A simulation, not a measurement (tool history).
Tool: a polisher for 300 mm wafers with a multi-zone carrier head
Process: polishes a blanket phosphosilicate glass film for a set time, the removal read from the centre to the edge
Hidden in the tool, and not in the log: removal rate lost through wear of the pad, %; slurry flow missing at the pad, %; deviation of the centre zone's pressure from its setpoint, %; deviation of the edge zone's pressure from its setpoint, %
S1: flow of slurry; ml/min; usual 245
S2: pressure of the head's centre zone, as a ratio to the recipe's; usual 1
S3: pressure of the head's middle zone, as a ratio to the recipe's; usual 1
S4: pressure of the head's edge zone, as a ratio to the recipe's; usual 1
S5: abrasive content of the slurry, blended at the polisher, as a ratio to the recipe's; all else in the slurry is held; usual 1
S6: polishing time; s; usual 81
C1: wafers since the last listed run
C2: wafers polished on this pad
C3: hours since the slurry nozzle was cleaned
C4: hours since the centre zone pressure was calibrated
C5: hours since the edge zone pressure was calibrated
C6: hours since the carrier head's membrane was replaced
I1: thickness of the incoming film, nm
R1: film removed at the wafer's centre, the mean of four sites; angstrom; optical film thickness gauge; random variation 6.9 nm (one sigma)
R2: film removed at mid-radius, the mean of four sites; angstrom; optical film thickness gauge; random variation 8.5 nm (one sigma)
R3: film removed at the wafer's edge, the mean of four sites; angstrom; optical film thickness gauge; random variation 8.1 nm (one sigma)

Run 1, hour 0: usual settings but S6 89 s; C1 0; C2 18; C3 175.2; C4 807.2; C5 64.4; C6 910; I1 3778.6. Result: R1 7367 angstrom, R2 7397 angstrom, R3 7635 angstrom.
Run 2, hour 18.7: usual settings but S3 0.9, S5 0.85; C1 134; C2 152; C3 193.9; C4 825.9; C5 83.1; C6 928.7; I1 3822.3. Result: R1 5680 angstrom, R2 5472 angstrom, R3 5896 angstrom.
Run 3, hour 49.2: usual settings; C1 218; C2 371; C3 224.4; C4 856.4; C5 113.6; C6 959.2; I1 3753.4. Result: R1 6622 angstrom, R2 6743 angstrom, R3 6615 angstrom.
At hour 79.2: worn pad replaced by a new one.
Run 4, hour 79.7: usual settings but S5 0.85; C1 190; C2 3; C3 254.9; C4 886.9; C5 144.1; C6 989.7; I1 3746.8. Result: R1 5734 angstrom, R2 5711 angstrom, R3 5838 angstrom.
Run 5, hour 106.8: usual settings; C1 194; C2 198; C3 282; C4 914; C5 171.2; C6 1016.8; I1 3820.8. Result: R1 6597 angstrom, R2 6586 angstrom, R3 6742 angstrom.
Run 6, hour 137.5: usual settings but S4 0.91, S6 92 s; C1 220; C2 418; C3 312.7; C4 944.7; C5 201.9; C6 1047.5; I1 3763.6. Result: R1 7214 angstrom, R2 7205 angstrom, R3 7090 angstrom.
Run 7, hour 164.3: usual settings but S4 0.91, S6 92 s; C1 192; C2 611; C3 339.5; C4 971.5; C5 228.7; C6 1074.3; I1 3700.3. Result: R1 7006 angstrom, R2 7215 angstrom, R3 6915 angstrom.
At hour 182.5: worn pad replaced by a new one.
Run 8, hour 186.6: usual settings; C1 131; C2 29; C3 361.8; C4 993.8; C5 251; C6 1096.6; I1 3681.8. Result: R1 6435 angstrom, R2 6406 angstrom, R3 6781 angstrom.
At hour 201.5: slurry nozzle cleaned.
Run 9, hour 212.7: usual settings; C1 180; C2 209; C3 11.2; C4 1019.9; C5 277.1; C6 1122.7; I1 3743.7. Result: R1 6816 angstrom, R2 6655 angstrom, R3 6891 angstrom.
Run 10, hour 239.8: usual settings but S6 88 s; C1 194; C2 404; C3 38.3; C4 1047; C5 304.2; C6 1149.8; I1 3719.3. Result: R1 7239 angstrom, R2 7066 angstrom, R3 7380 angstrom.
Run 11, hour 264.1: usual settings but S2 0.93, S6 99 s; C1 174; C2 578; C3 62.6; C4 1071.3; C5 328.5; C6 1174.1; I1 3788.4. Result: R1 7610 angstrom, R2 8126 angstrom, R3 8167 angstrom.
At hour 273.7: worn pad replaced by a new one.
Run 12, hour 279.3: usual settings; C1 80; C2 40; C3 77.8; C4 1086.5; C5 343.7; C6 1189.3; I1 3789.9. Result: R1 6855 angstrom, R2 6755 angstrom, R3 6874 angstrom.
At hour 287.2: centre zone pressure recalibrated.
At hour 295.7: carrier head's membrane replaced by a new one.
Run 13, hour 300.8: usual settings; C1 104; C2 144; C3 99.3; C4 13.6; C5 365.2; C6 5.1; I1 3726.6. Result: R1 6660 angstrom, R2 6735 angstrom, R3 6978 angstrom.
Run 14, hour 321: usual settings but S1 290 ml/min, S6 104 s; C1 144; C2 289; C3 119.5; C4 33.8; C5 385.4; C6 25.3; I1 3829. Result: R1 8905 angstrom, R2 8625 angstrom, R3 8833 angstrom.
At hour 336.4: edge zone pressure recalibrated.
Run 15, hour 337.3: usual settings but S2 0.93, S5 1.15, S6 89 s; C1 102; C2 391; C3 135.8; C4 50.1; C5 0.9; C6 41.6; I1 3712.3. Result: R1 7687 angstrom, R2 7786 angstrom, R3 8134 angstrom.
At hour 361.6: worn pad replaced by a new one.
Run 16, hour 372.3: usual settings but S2 1.11, S4 1.07, S6 91 s; C1 222; C2 76; C3 170.8; C4 85.1; C5 35.9; C6 76.6; I1 3769.6. Result: R1 8037 angstrom, R2 7507 angstrom, R3 8078 angstrom.
Run 17, hour 400.9: usual settings but S3 0.95, S4 0.89; C1 205; C2 282; C3 199.4; C4 113.7; C5 64.5; C6 105.2; I1 3758.2. Result: R1 6654 angstrom, R2 6609 angstrom, R3 6394 angstrom.
Run 18, hour 423.5: usual settings but S2 0.96, S5 0.85, S6 64 s; C1 162; C2 444; C3 222; C4 136.3; C5 87.1; C6 127.8; I1 3792.5. Result: R1 4327 angstrom, R2 4488 angstrom, R3 4493 angstrom.
Run 19, hour 438: usual settings but S3 0.89, S5 0.7, S6 105 s; C1 104; C2 548; C3 236.5; C4 150.8; C5 101.6; C6 142.3; I1 3816.1. Result: R1 5767 angstrom, R2 5307 angstrom, R3 5700 angstrom.
At hour 451.8: worn pad replaced by a new one.
Run 20, hour 452.3: usual settings but S2 1.05, S3 0.91, S4 1.1; C1 73; C2 3; C3 250.8; C4 165.1; C5 115.9; C6 156.6; I1 3768. Result: R1 6983 angstrom, R2 6129 angstrom, R3 7030 angstrom.

Forecast each of these 4 alternatives for the next run:
Run A, hour 452.7: usual settings but S3 0.93; C1 2; C2 6; C3 251.2; C4 165.5; C5 116.3; C6 157; I1 3780.4. Result: R1 ?, R2 ?, R3 ?.
Run B, hour 452.7: usual settings but S1 300 ml/min; C1 2; C2 6; C3 251.2; C4 165.5; C5 116.3; C6 157; I1 3780.4. Result: R1 ?, R2 ?, R3 ?.
Run C, hour 452.7: usual settings but S2 0.9, S5 0.9; C1 2; C2 6; C3 251.2; C4 165.5; C5 116.3; C6 157; I1 3780.4. Result: R1 ?, R2 ?, R3 ?.
Run D, hour 452.7: usual settings but S3 0.94, S4 1.09; C1 2; C2 6; C3 251.2; C4 165.5; C5 116.3; C6 157; I1 3780.4. Result: R1 ?, R2 ?, R3 ?.

run    R1    R2    R3
  A  6543  6326  6873
  B  6707  6782  6981
  C  5638  6072  6283
  D  6543  6369  7171
Without the tool's hidden state the same runs would have given:
run    R1    R2    R3
  A  6761  6518  7037
  B  6901  6961  7130
  C  5826  6256  6433
  D  6761  6563  7342
